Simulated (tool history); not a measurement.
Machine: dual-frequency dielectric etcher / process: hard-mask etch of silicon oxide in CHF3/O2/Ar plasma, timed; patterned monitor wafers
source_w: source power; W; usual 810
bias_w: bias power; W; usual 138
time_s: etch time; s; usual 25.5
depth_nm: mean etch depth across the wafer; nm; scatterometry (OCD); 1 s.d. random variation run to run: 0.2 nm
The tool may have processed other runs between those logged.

run	hour	source_w	bias_w	time_s	read-back reference wafer on the same gauge, depth_nm	depth_nm
1	0.0	850	138	28.0	50.1	55.6
2	101.1	850	138	28.0	50.3	56.2
3	202.2	950	138	25.5	50.5	54.1
# hour 301.9: wet clean of the chamber
4	302.4	950	138	25.5	50.6	54.3
# hour 358.4: upper electrode replaced
5	358.9	950	138	25.5	50.7	54.3
6	443.5	810	138	25.5	50.8	50.3
# hour 460.6: source power generator calibrated
7	510.6	810	138	25.5	51.1	50.7
8	565.7	810	138	25.5	51.1	50.4
9	667.5	810	115	25.5	51.4	47.6
# hour 724.1: gauge calibrated
# hour 756.3: bias power generator calibrated
10	772.7	990	106	29.5	49.8	58.3
# hour 809.1: wet clean of the chamber
11	823.4	860	117	21.0	49.8	39.6
12	909.7	810	138	25.5	49.7	49.2
13	966.3	980	138	25.5	49.9	54.6
14	1010.7	700	138	23.0	50.0	40.8
15	1069.3	640	120	19.5	50.0	31.4
16	1133.5	720	115	19.5	50.0	33.2

Measured minus without-hidden-state, run by run (identical run-to-run variation in each term; gauge scatter may differ):
The hidden state here: etch rate over this chamber's usual, %; source power that arrives over what is set, %; bias power that arrives over what is set, %; gauge reads high (%).
run	depth_nm
1	+0.2
2	+0.3
3	+0.5
4	+0.7
5	+0.7
6	+0.9
7	+1.1
8	+1.1
9	+1.3
10	-0.2
11	-0.2
12	-0.1
13	-0.1
14	-0.1
15	+0.0
16	+0.0
